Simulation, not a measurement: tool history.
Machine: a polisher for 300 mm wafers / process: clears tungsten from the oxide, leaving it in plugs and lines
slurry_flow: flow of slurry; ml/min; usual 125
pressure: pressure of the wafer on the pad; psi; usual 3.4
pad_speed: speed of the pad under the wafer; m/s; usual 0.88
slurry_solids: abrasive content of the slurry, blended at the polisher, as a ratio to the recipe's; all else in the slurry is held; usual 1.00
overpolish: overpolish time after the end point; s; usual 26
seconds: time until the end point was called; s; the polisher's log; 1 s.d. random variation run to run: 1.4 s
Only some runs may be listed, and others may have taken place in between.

run	hour	slurry_flow	pressure	pad_speed	slurry_solids	overpolish	incoming thickness of the incoming film, nm	seconds
1	0.0	125	3.4	0.88	1.00	38	333.7	84.0
# hour 1.7: slurry tank refilled with fresh slurry and peroxide
# hour 15.5: head pressure recalibrated
2	20.9	125	3.4	0.88	1.00	38	330.7	86.6
# hour 32.1: worn pad replaced by a new one
3	50.5	125	3.4	0.88	1.00	26	330.2	85.7
4	72.3	125	3.4	0.88	1.00	26	334.2	91.4
# hour 96.4: slurry blender recalibrated
5	107.0	125	3.4	0.88	1.00	26	330.2	81.6
6	161.5	125	3.4	0.88	1.00	26	328.8	80.4
7	183.6	155	3.4	0.88	1.00	30	325.2	77.7
# hour 196.3: slurry tank refilled with fresh slurry and peroxide
8	218.2	155	3.4	0.88	1.00	30	328.0	78.1
9	242.8	125	3.4	0.88	1.00	26	329.2	83.4
# hour 258.3: slurry nozzle cleaned
# hour 265.8: worn pad replaced by a new one, of another model than before
10	268.4	125	3.4	0.88	1.00	26	334.8	86.2
11	296.3	125	3.4	0.88	1.00	26	325.2	85.7
# hour 302.7: slurry blender recalibrated
12	331.8	95	3.4	1.10	1.00	34	330.9	69.7
13	358.0	125	3.4	0.88	1.00	26	324.1	77.2
# hour 359.8: slurry tank refilled with fresh slurry and peroxide
14	378.2	125	3.4	0.88	1.00	26	332.2	83.1
15	390.2	125	2.9	1.00	0.75	39	324.8	88.2
16	424.9	90	3.4	1.16	1.00	40	333.0	72.5
17	457.4	125	4.0	0.88	1.00	26	327.7	77.0
18	488.0	90	3.4	0.66	0.75	20	330.7	110.4
19	502.5	125	3.4	0.88	1.00	26	331.3	86.8
# hour 504.9: slurry blender recalibrated
20	518.1	125	3.4	0.60	1.25	15	324.7	92.8
21	531.1	125	4.0	0.68	1.20	26	337.4	84.6
# hour 534.7: slurry tank refilled with fresh slurry and peroxide
22	555.3	125	3.9	0.64	1.00	26	328.4	86.1
# hour 570.3: worn pad replaced by a new one
23	576.4	125	4.4	0.88	1.30	26	332.1	66.5
24	606.7	125	3.4	0.72	1.00	40	326.8	91.0
25	640.5	125	3.4	0.88	1.00	26	333.4	84.8

What does the tool deliver on the next run?
26	659.4	165	3.4	1.16	0.85	26	334.3	?

Run 26 came out at seconds 70.6 s.
Had the tool carried no hidden state, the very same run would have given seconds 67.4 s.

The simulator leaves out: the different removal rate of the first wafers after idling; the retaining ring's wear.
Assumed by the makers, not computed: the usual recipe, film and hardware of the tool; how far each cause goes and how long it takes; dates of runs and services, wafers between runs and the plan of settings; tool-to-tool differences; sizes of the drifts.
